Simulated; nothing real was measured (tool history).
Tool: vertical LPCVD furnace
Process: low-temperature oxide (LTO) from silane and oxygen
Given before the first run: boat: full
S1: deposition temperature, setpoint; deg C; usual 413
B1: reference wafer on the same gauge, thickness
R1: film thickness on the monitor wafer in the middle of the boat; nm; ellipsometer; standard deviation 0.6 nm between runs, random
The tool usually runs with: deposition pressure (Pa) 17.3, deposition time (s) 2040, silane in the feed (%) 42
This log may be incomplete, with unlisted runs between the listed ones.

Run 1, hour 0: usual settings but S1 406 deg C, deposition pressure (Pa) 20; B1 250.11. Result: R1 227.16 nm.
Run 2, hour 16.7: usual settings; B1 250.08. Result: R1 211.22 nm.
Run 3, hour 34.7: usual settings; B1 249.92. Result: R1 210.33 nm.
Run 4, hour 50.2: usual settings; B1 250.21. Result: R1 210.43 nm.
Run 5, hour 73: usual settings; B1 250.14. Result: R1 209.66 nm.
Run 6, hour 106.3: usual settings; B1 250.17. Result: R1 209.82 nm.
Run 7, hour 132.1: usual settings; B1 250.24. Result: R1 211 nm.
Run 8, hour 157.6: usual settings; B1 250.07. Result: R1 210.5 nm.
At hour 197.3: thermocouples replaced and temperature profile calibrated.
Run 9, hour 197.8: usual settings but S1 417 deg C; B1 250.01. Result: R1 218.4 nm.
Run 10, hour 202.8: usual settings but deposition time (s) 1800; B1 250.01. Result: R1 185.76 nm.
Run 11, hour 214.5: usual settings but deposition time (s) 1650; B1 250.02. Result: R1 169.65 nm.
Run 12, hour 233.7: usual settings; B1 249.86. Result: R1 209.55 nm.
Run 13, hour 246: usual settings but S1 423 deg C, deposition time (s) 1530, silane in the feed (%) 38; B1 249.94. Result: R1 156.18 nm.
Run 14, hour 268.4: usual settings; B1 249.98. Result: R1 210.06 nm.
At hour 301.8: pressure gauge zeroed.
Run 15, hour 302.3: usual settings but S1 410 deg C, silane in the feed (%) 50; B1 249.87. Result: R1 252.11 nm.
Run 16, hour 314.8: usual settings; B1 250.08. Result: R1 221.15 nm.
Run 17, hour 334: usual settings but S1 422 deg C, deposition time (s) 1650; B1 249.86. Result: R1 195.4 nm.
Run 18, hour 366.5: usual settings but S1 403 deg C, deposition time (s) 2550; B1 249.96. Result: R1 248.66 nm.
Run 19, hour 389.1: usual settings; B1 249.88. Result: R1 220.24 nm.
Run 20, hour 405.9: usual settings but S1 423 deg C, deposition time (s) 1560, silane in the feed (%) 45; B1 249.88. Result: R1 200.1 nm.
At hour 421.3: gauge calibrated.
Run 21, hour 425: usual settings; B1 249.79. Result: R1 221.69 nm.
Run 22, hour 446.5: usual settings but S1 404 deg C, deposition pressure (Pa) 21.3, silane in the feed (%) 35; B1 250.12. Result: R1 198.13 nm.
Run 23, hour 462.8: usual settings but deposition pressure (Pa) 20.7, deposition time (s) 2520, silane in the feed (%) 50; B1 250.02. Result: R1 383.18 nm.
Run 24, hour 489.2: usual settings but S1 409 deg C; B1 249.92. Result: R1 212.11 nm.
Run 25, hour 522.1: usual settings but deposition pressure (Pa) 19.3; B1 250.07. Result: R1 245.08 nm.
Run 26, hour 537.8: usual settings but S1 418 deg C, deposition time (s) 1680; B1 250.13. Result: R1 190.99 nm.
Run 27, hour 567.6: usual settings but silane in the feed (%) 38; B1 249.99. Result: R1 196.94 nm.
Run 28, hour 589.8: usual settings but S1 402 deg C; B1 250.03. Result: R1 197.02 nm.
Run 29, hour 602.6: usual settings but deposition pressure (Pa) 18.7, deposition time (s) 2730, silane in the feed (%) 34; B1 249.89. Result: R1 246.4 nm.
Run 30, hour 625.5: usual settings but S1 409 deg C, deposition time (s) 2490; B1 249.64. Result: R1 257.09 nm.
Run 31, hour 657.6: usual settings but S1 401 deg C, deposition pressure (Pa) 15.3, deposition time (s) 2400, silane in the feed (%) 34; B1 249.93. Result: R1 154.73 nm.
Run 32, hour 685: usual settings; B1 249.98. Result: R1 219.68 nm.

For each run, what was the tool's unlogged condition?
true tube temperature minus thermocouple reading, K: 0 at every run
deviation of the silane flow from its setpoint, %: 0 at every run
gauge reads high (%): 0 at every run
H1: true pressure minus gauge reading, mTorr
run      H1
  1   -6.96
  2   -6.98
  3   -7.01
  4   -7.04
  5   -7.08
  6   -7.13
  7   -7.17
  8   -7.21
  9   -7.28
 10   -7.29
 11   -7.31
 12   -7.34
 13   -7.36
 14   -7.39
 15  -0.597
 16  -0.618
 17  -0.649
 18  -0.702
 19  -0.739
 20  -0.766
 21  -0.797
 22  -0.833
 23  -0.859
 24  -0.902
 25  -0.956
 26  -0.982
 27   -1.03
 28   -1.07
 29   -1.09
 30   -1.12
 31   -1.18
 32   -1.22

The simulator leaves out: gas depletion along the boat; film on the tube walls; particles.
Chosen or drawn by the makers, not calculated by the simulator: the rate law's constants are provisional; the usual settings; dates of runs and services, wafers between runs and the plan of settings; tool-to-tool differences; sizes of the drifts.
